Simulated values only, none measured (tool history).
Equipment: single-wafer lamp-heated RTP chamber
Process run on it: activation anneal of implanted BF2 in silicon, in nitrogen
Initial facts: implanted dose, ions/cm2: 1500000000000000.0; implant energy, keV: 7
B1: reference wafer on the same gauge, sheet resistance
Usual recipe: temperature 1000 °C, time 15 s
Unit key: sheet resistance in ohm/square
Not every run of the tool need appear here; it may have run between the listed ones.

Run 1, hour 0: usual settings; B1 312.19. Result: sheet resistance 266.83 ohm/square.
Run 2, hour 74.6: usual settings; B1 311.85. Result: sheet resistance 265.31 ohm/square.
Run 3, hour 133.1: usual settings but temperature 983 °C; B1 312.21. Result: sheet resistance 320.77 ohm/square.
Run 4, hour 238.5: usual settings but temperature 983 °C; B1 312.07. Result: sheet resistance 321.29 ohm/square.
Run 5, hour 288.9: usual settings but temperature 983 °C; B1 311.91. Result: sheet resistance 319.28 ohm/square.
Run 6, hour 373.4: usual settings; B1 312.15. Result: sheet resistance 264.28 ohm/square.
At hour 385.1: pyrometer window cleaned and pyrometer calibrated.
Run 7, hour 467.3: usual settings; B1 312.02. Result: sheet resistance 262.97 ohm/square.
Run 8, hour 531.4: usual settings; B1 312.13. Result: sheet resistance 264.68 ohm/square.
Run 9, hour 632: usual settings but temperature 983 °C, time 12 s; B1 312.14. Result: sheet resistance 337.22 ohm/square.
Run 10, hour 727.5: usual settings but temperature 983 °C, time 12 s; B1 311.82. Result: sheet resistance 337.95 ohm/square.
Run 11, hour 832.3: usual settings; B1 311.92. Result: sheet resistance 263.97 ohm/square.
At hour 901.8: reflector plate cleaned.
At hour 922: pyrometer window cleaned and pyrometer calibrated.
Run 12, hour 1002.4: usual settings; B1 312.08. Result: sheet resistance 267.37 ohm/square.
Run 13, hour 1087.4: usual settings; B1 312.05. Result: sheet resistance 266.85 ohm/square.
Run 14, hour 1126.2: usual settings; B1 312.08. Result: sheet resistance 265.9 ohm/square.
Run 15, hour 1217.2: usual settings; B1 312.11. Result: sheet resistance 266.77 ohm/square.
Run 16, hour 1278.5: usual settings but temperature 1014 °C; B1 311.53. Result: sheet resistance 225.98 ohm/square.
Run 17, hour 1378.3: usual settings but temperature 981 °C, time 11 s; B1 311.96. Result: sheet resistance 350.47 ohm/square.
Run 18, hour 1484.4: usual settings but temperature 1019 °C, time 21 s; B1 312.14. Result: sheet resistance 189.79 ohm/square.
At hour 1508.2: pyrometer window cleaned and pyrometer calibrated.
Run 19, hour 1552.2: usual settings but time 10 s; B1 311.9. Result: sheet resistance 294.92 ohm/square.
Run 20, hour 1707.7: usual settings but temperature 981 °C, time 11 s; B1 312.26. Result: sheet resistance 349.2 ohm/square.

Estimate the outcome of run 21 from the log above:
Run 21, hour 1814.4: usual settings but temperature 1017 °C, time 11 s; B1 ?. Result: sheet resistance ?.

B1: 311.67
sheet resistance: 240.42 ohm/square
Had the tool carried no hidden state, the very same run would have given sheet resistance 243.51 ohm/square.
